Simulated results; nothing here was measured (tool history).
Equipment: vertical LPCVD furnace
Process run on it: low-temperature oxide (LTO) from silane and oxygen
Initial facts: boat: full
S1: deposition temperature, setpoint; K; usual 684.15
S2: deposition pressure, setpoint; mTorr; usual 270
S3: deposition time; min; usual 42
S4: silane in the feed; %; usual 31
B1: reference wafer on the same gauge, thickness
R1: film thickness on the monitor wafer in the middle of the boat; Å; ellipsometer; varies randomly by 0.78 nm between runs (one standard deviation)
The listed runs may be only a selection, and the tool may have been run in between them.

| run | day | S1 | S2 | S3 | S4 | B1 | R1 |
|---|---|---|---|---|---|---|---|
| 1 | 0 | 684.15 | 270 | 42 | 31 | 305.93 | 3715.7 |
| 2 | 0.5 | 684.15 | 270 | 42 | 31 | 306.18 | 3716.3 |
| 3 | 0.804 | 684.15 | 270 | 42 | 31 | 305.84 | 3712.4 |
| 4 | 1.275 | 684.15 | 270 | 42 | 31 | 305.95 | 3719.3 |
| 5 | 1.779 | 684.15 | 270 | 42 | 31 | 306.12 | 3706.1 |
| 6 | 2.433 | 684.15 | 270 | 42 | 31 | 306.12 | 3727.2 |
| 7 | 2.812 | 684.15 | 270 | 42 | 31 | 305.85 | 3716.6 |
| 8 | 3.438 | 684.15 | 270 | 54 | 31 | 306.12 | 4785.5 |
| 9 | 3.979 | 684.15 | 270 | 42 | 31 | 305.83 | 3717.3 |
|  | 4.196 | gauge calibrated |
| 10 | 4.296 | 684.15 | 270 | 42 | 31 | 305.74 | 3715.9 |
| 11 | 4.871 | 684.15 | 270 | 42 | 31 | 305.82 | 3719.1 |
| 12 | 5.229 | 684.15 | 270 | 42 | 30 | 305.97 | 3553.9 |
|  | 6.65 | pressure gauge zeroed |
|  | 6.667 | silane flow controller replaced |
| 13 | 6.688 | 684.15 | 270 | 42 | 30 | 305.96 | 3551.2 |
| 14 | 6.838 | 684.15 | 270 | 42 | 30 | 306.19 | 3541.3 |
| 15 | 6.992 | 684.15 | 270 | 42 | 31 | 305.89 | 3719.7 |
| 16 | 7.188 | 684.15 | 270 | 47.5 | 31 | 306.19 | 4196.1 |
| 17 | 7.475 | 684.15 | 270 | 42 | 31 | 305.78 | 3717 |
| 18 | 7.725 | 684.15 | 270 | 42 | 31 | 306.23 | 3725.2 |
| 19 | 8.371 | 684.15 | 270 | 47 | 31 | 305.85 | 4178.6 |
| 20 | 9.108 | 684.15 | 215 | 42 | 31 | 306.09 | 2964 |
| 21 | 9.679 | 684.15 | 270 | 42 | 34 | 305.94 | 4216 |
|  | 10.858 | thermocouples replaced and temperature profile calibrated |
| 22 | 10.879 | 684.15 | 270 | 42 | 31 | 305.9 | 3566.6 |
| 23 | 11.092 | 684.15 | 270 | 42 | 28 | 305.92 | 3075.9 |
| 24 | 11.408 | 684.15 | 290 | 42 | 26 | 305.91 | 2960.5 |
| 25 | 11.75 | 684.15 | 270 | 42 | 30 | 306.2 | 3404.9 |
| 26 | 12.142 | 693.15 | 270 | 42 | 31 | 306.05 | 3947.9 |
| 27 | 12.675 | 681.15 | 310 | 42 | 35 | 305.73 | 4691.3 |
| 28 | 13.112 | 673.15 | 270 | 27 | 27 | 306.32 | 1652.4 |
| 29 | 13.483 | 673.15 | 225 | 42 | 31 | 305.89 | 2629.5 |
| 30 | 13.908 | 684.15 | 270 | 42 | 31 | 305.93 | 3589 |

5 options for the next run, each taken on its own from the tool as it stands now. Forecast them:
| A | 14.067 | 684.15 | 210 | 42 | 31 | ? | ? |
| B | 14.067 | 694.15 | 295 | 49.5 | 27 | ? | ? |
| C | 14.067 | 684.15 | 270 | 42 | 35 | ? | ? |
| D | 14.067 | 684.15 | 325 | 42 | 31 | ? | ? |
| E | 14.067 | 684.15 | 300 | 42 | 31 | ? | ? |

| run | B1 | R1 |
|---|---|---|
| A | 305.76 | 2781.7 |
| B | 305.76 | 4222.2 |
| C | 305.76 | 4215.8 |
| D | 305.76 | 4304.9 |
| E | 305.76 | 3973.8 |
Had the tool no hidden state, the same runs would have come out as:
| run | R1 |
|---|---|
| A | 2760.3 |
| B | 4189.9 |
| C | 4184.3 |
| D | 4271.8 |
| E | 3943.2 |
